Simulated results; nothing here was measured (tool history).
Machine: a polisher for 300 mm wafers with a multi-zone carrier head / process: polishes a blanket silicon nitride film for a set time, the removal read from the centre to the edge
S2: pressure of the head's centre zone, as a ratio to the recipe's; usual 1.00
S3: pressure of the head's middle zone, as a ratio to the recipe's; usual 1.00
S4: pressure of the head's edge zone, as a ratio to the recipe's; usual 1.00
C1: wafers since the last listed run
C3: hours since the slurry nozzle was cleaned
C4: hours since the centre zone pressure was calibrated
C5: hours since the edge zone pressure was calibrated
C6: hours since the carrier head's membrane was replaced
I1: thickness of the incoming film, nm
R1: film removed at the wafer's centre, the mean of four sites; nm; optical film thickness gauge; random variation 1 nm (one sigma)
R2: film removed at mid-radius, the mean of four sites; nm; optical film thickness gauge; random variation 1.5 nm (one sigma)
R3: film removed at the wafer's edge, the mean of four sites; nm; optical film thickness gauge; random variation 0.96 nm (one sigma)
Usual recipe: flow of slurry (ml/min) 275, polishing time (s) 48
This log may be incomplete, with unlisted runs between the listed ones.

{"run": 1, "day": 0.0, "flow of slurry (ml/min)": 275, "S2": 1.0, "S3": 1.0, "S4": 1.0, "polishing time (s)": 48, "C1": 0, "wafers polished on this pad": 1620, "C3": 394.2, "C4": 30.4, "C5": 1128.7, "C6": 1074.4, "I1": 514.5, "R1": 130.0, "R2": 124.6, "R3": 127.0}
{"day": 0.808, "done": "slurry nozzle cleaned"}
{"run": 2, "day": 1.496, "flow of slurry (ml/min)": 275, "S2": 1.0, "S3": 1.0, "S4": 1.0, "polishing time (s)": 59, "C1": 481, "wafers polished on this pad": 2101, "C3": 16.5, "C4": 66.3, "C5": 1164.6, "C6": 1110.3, "I1": 517.0, "R1": 157.3, "R2": 150.2, "R3": 157.5}
{"run": 3, "day": 4.088, "flow of slurry (ml/min)": 275, "S2": 1.0, "S3": 1.0, "S4": 1.0, "polishing time (s)": 59, "C1": 858, "wafers polished on this pad": 2960, "C3": 78.7, "C4": 128.5, "C5": 1226.8, "C6": 1172.5, "I1": 502.9, "R1": 156.1, "R2": 149.6, "R3": 154.6}
{"run": 4, "day": 5.829, "flow of slurry (ml/min)": 185, "S2": 1.0, "S3": 1.0, "S4": 1.0, "polishing time (s)": 53, "C1": 576, "wafers polished on this pad": 3537, "C3": 120.5, "C4": 170.3, "C5": 1268.6, "C6": 1214.3, "I1": 513.2, "R1": 127.7, "R2": 124.8, "R3": 132.3}
{"day": 7.675, "done": "carrier head's membrane replaced by a new one"}
{"run": 5, "day": 8.004, "flow of slurry (ml/min)": 185, "S2": 1.0, "S3": 1.0, "S4": 1.0, "polishing time (s)": 48, "C1": 651, "wafers polished on this pad": 4188, "C3": 172.7, "C4": 222.5, "C5": 1320.8, "C6": 7.9, "I1": 505.0, "R1": 114.7, "R2": 113.1, "R3": 119.6}
{"day": 9.112, "done": "worn pad replaced by a new one"}
{"day": 10.808, "done": "edge zone pressure recalibrated"}
{"run": 6, "day": 10.892, "flow of slurry (ml/min)": 275, "S2": 1.0, "S3": 1.0, "S4": 1.0, "polishing time (s)": 48, "C1": 873, "wafers polished on this pad": 561, "C3": 242.0, "C4": 291.8, "C5": 2.0, "C6": 77.2, "I1": 506.6, "R1": 125.1, "R2": 122.5, "R3": 125.4}
{"run": 7, "day": 13.092, "flow of slurry (ml/min)": 275, "S2": 1.0, "S3": 1.0, "S4": 1.0, "polishing time (s)": 48, "C1": 728, "wafers polished on this pad": 1289, "C3": 294.8, "C4": 344.6, "C5": 54.8, "C6": 130.0, "I1": 516.2, "R1": 122.9, "R2": 124.1, "R3": 126.7}
{"run": 8, "day": 15.892, "flow of slurry (ml/min)": 275, "S2": 1.0, "S3": 1.0, "S4": 1.0, "polishing time (s)": 48, "C1": 927, "wafers polished on this pad": 2217, "C3": 362.0, "C4": 411.8, "C5": 122.0, "C6": 197.2, "I1": 515.5, "R1": 121.7, "R2": 120.1, "R3": 126.2}
{"day": 17.942, "done": "centre zone pressure recalibrated"}
{"run": 9, "day": 18.633, "flow of slurry (ml/min)": 275, "S2": 1.0, "S3": 0.95, "S4": 1.06, "polishing time (s)": 41, "C1": 880, "wafers polished on this pad": 3097, "C3": 427.8, "C4": 16.6, "C5": 187.8, "C6": 263.0, "I1": 511.1, "R1": 106.8, "R2": 97.9, "R3": 108.5}
{"day": 19.55, "done": "slurry nozzle cleaned"}
{"run": 10, "day": 20.271, "flow of slurry (ml/min)": 275, "S2": 1.0, "S3": 1.0, "S4": 0.96, "polishing time (s)": 48, "C1": 528, "wafers polished on this pad": 3626, "C3": 17.3, "C4": 55.9, "C5": 227.1, "C6": 302.3, "I1": 506.4, "R1": 122.3, "R2": 118.2, "R3": 122.2}
{"run": 11, "day": 21.379, "flow of slurry (ml/min)": 185, "S2": 1.09, "S3": 0.89, "S4": 1.0, "polishing time (s)": 48, "C1": 367, "wafers polished on this pad": 3993, "C3": 43.9, "C4": 82.5, "C5": 253.7, "C6": 328.9, "I1": 507.4, "R1": 124.5, "R2": 101.0, "R3": 118.8}
{"run": 12, "day": 23.629, "flow of slurry (ml/min)": 275, "S2": 1.0, "S3": 1.0, "S4": 1.0, "polishing time (s)": 48, "C1": 745, "wafers polished on this pad": 4738, "C3": 97.9, "C4": 136.5, "C5": 307.7, "C6": 382.9, "I1": 507.6, "R1": 119.3, "R2": 116.7, "R3": 122.8}
{"day": 24.267, "done": "worn pad replaced by a new one"}
{"run": 13, "day": 25.0, "flow of slurry (ml/min)": 340, "S2": 1.1, "S3": 1.0, "S4": 1.0, "polishing time (s)": 48, "C1": 398, "wafers polished on this pad": 242, "C3": 130.8, "C4": 169.4, "C5": 340.6, "C6": 415.8, "I1": 511.4, "R1": 140.4, "R2": 125.7, "R3": 131.6}
{"run": 14, "day": 26.975, "flow of slurry (ml/min)": 275, "S2": 1.0, "S3": 1.09, "S4": 1.0, "polishing time (s)": 54, "C1": 654, "wafers polished on this pad": 896, "C3": 178.2, "C4": 216.8, "C5": 388.0, "C6": 463.2, "I1": 507.7, "R1": 140.7, "R2": 148.8, "R3": 143.4}
{"run": 15, "day": 28.938, "flow of slurry (ml/min)": 275, "S2": 1.0, "S3": 1.0, "S4": 1.0, "polishing time (s)": 38, "C1": 650, "wafers polished on this pad": 1546, "C3": 225.3, "C4": 263.9, "C5": 435.1, "C6": 510.3, "I1": 507.0, "R1": 98.1, "R2": 97.1, "R3": 99.6}
{"run": 16, "day": 29.988, "flow of slurry (ml/min)": 275, "S2": 1.1, "S3": 1.08, "S4": 1.0, "polishing time (s)": 54, "C1": 347, "wafers polished on this pad": 1894, "C3": 250.5, "C4": 289.1, "C5": 460.3, "C6": 535.5, "I1": 507.7, "R1": 152.8, "R2": 143.9, "R3": 141.3}
{"run": 17, "day": 32.204, "flow of slurry (ml/min)": 325, "S2": 1.0, "S3": 1.0, "S4": 1.0, "polishing time (s)": 35, "C1": 734, "wafers polished on this pad": 2628, "C3": 303.7, "C4": 342.3, "C5": 513.5, "C6": 588.7, "I1": 508.4, "R1": 90.4, "R2": 90.2, "R3": 94.6}
{"run": 18, "day": 34.4, "flow of slurry (ml/min)": 275, "S2": 1.09, "S3": 1.0, "S4": 1.0, "polishing time (s)": 48, "C1": 727, "wafers polished on this pad": 3355, "C3": 356.4, "C4": 395.0, "C5": 566.2, "C6": 641.4, "I1": 503.3, "R1": 127.5, "R2": 120.6, "R3": 125.5}
{"run": 19, "day": 36.546, "flow of slurry (ml/min)": 275, "S2": 0.95, "S3": 1.06, "S4": 0.9, "polishing time (s)": 56, "C1": 710, "wafers polished on this pad": 4066, "C3": 407.9, "C4": 446.5, "C5": 617.7, "C6": 692.9, "I1": 517.0, "R1": 132.2, "R2": 146.9, "R3": 140.0}
{"day": 37.667, "done": "slurry nozzle cleaned"}
{"run": 20, "day": 37.879, "flow of slurry (ml/min)": 190, "S2": 1.0, "S3": 0.89, "S4": 1.0, "polishing time (s)": 42, "C1": 427, "wafers polished on this pad": 4494, "C3": 5.1, "C4": 478.5, "C5": 649.7, "C6": 724.9, "I1": 513.0, "R1": 96.5, "R2": 92.2, "R3": 104.8}
{"day": 38.883, "done": "centre zone pressure recalibrated"}
{"run": 21, "day": 40.425, "flow of slurry (ml/min)": 250, "S2": 0.94, "S3": 1.09, "S4": 0.95, "polishing time (s)": 48, "C1": 815, "wafers polished on this pad": 5309, "C3": 66.2, "C4": 37.0, "C5": 710.8, "C6": 786.0, "I1": 507.3, "R1": 113.1, "R2": 126.7, "R3": 120.2}
{"day": 41.183, "done": "worn pad replaced by a new one"}
{"run": 22, "day": 43.05, "flow of slurry (ml/min)": 275, "S2": 1.0, "S3": 0.95, "S4": 1.06, "polishing time (s)": 41, "C1": 814, "wafers polished on this pad": 617, "C3": 129.2, "C4": 100.0, "C5": 773.8, "C6": 849.0, "I1": 507.6, "R1": 109.5, "R2": 99.0, "R3": 112.3}
{"run": 23, "day": 45.525, "flow of slurry (ml/min)": 275, "S2": 1.0, "S3": 1.0, "S4": 1.0, "polishing time (s)": 48, "C1": 819, "wafers polished on this pad": 1437, "C3": 188.6, "C4": 159.4, "C5": 833.2, "C6": 908.4, "I1": 520.7, "R1": 127.0, "R2": 124.2, "R3": 127.5}

Forecast each of these 3 alternatives for the next run:
{"run": "A", "day": 45.542, "flow of slurry (ml/min)": 275, "S2": 0.9, "S3": 1.0, "S4": 1.0, "polishing time (s)": 48, "C1": 5, "wafers polished on this pad": 1443, "C3": 189.0, "C4": 159.8, "C5": 833.6, "C6": 908.8, "I1": 511.2, "R1": "?", "R2": "?", "R3": "?"}
{"run": "B", "day": 45.542, "flow of slurry (ml/min)": 315, "S2": 1.0, "S3": 1.0, "S4": 0.95, "polishing time (s)": 58, "C1": 5, "wafers polished on this pad": 1443, "C3": 189.0, "C4": 159.8, "C5": 833.6, "C6": 908.8, "I1": 511.2, "R1": "?", "R2": "?", "R3": "?"}
{"run": "C", "day": 45.542, "flow of slurry (ml/min)": 215, "S2": 1.0, "S3": 0.88, "S4": 1.09, "polishing time (s)": 48, "C1": 5, "wafers polished on this pad": 1443, "C3": 189.0, "C4": 159.8, "C5": 833.6, "C6": 908.8, "I1": 511.2, "R1": "?", "R2": "?", "R3": "?"}

run=A R1=112.3 R2=123.6 R3=129.3
run=B R1=153.4 R2=151.5 R3=155.6
run=C R1=120.3 R2=107.4 R3=129.8
What these runs would have given with no unlogged condition in the tool:
run=A R1=117.2 R2=125.3 R3=131.0
run=B R1=160.1 R2=153.5 R3=157.6
run=C R1=125.5 R2=108.8 R3=131.5

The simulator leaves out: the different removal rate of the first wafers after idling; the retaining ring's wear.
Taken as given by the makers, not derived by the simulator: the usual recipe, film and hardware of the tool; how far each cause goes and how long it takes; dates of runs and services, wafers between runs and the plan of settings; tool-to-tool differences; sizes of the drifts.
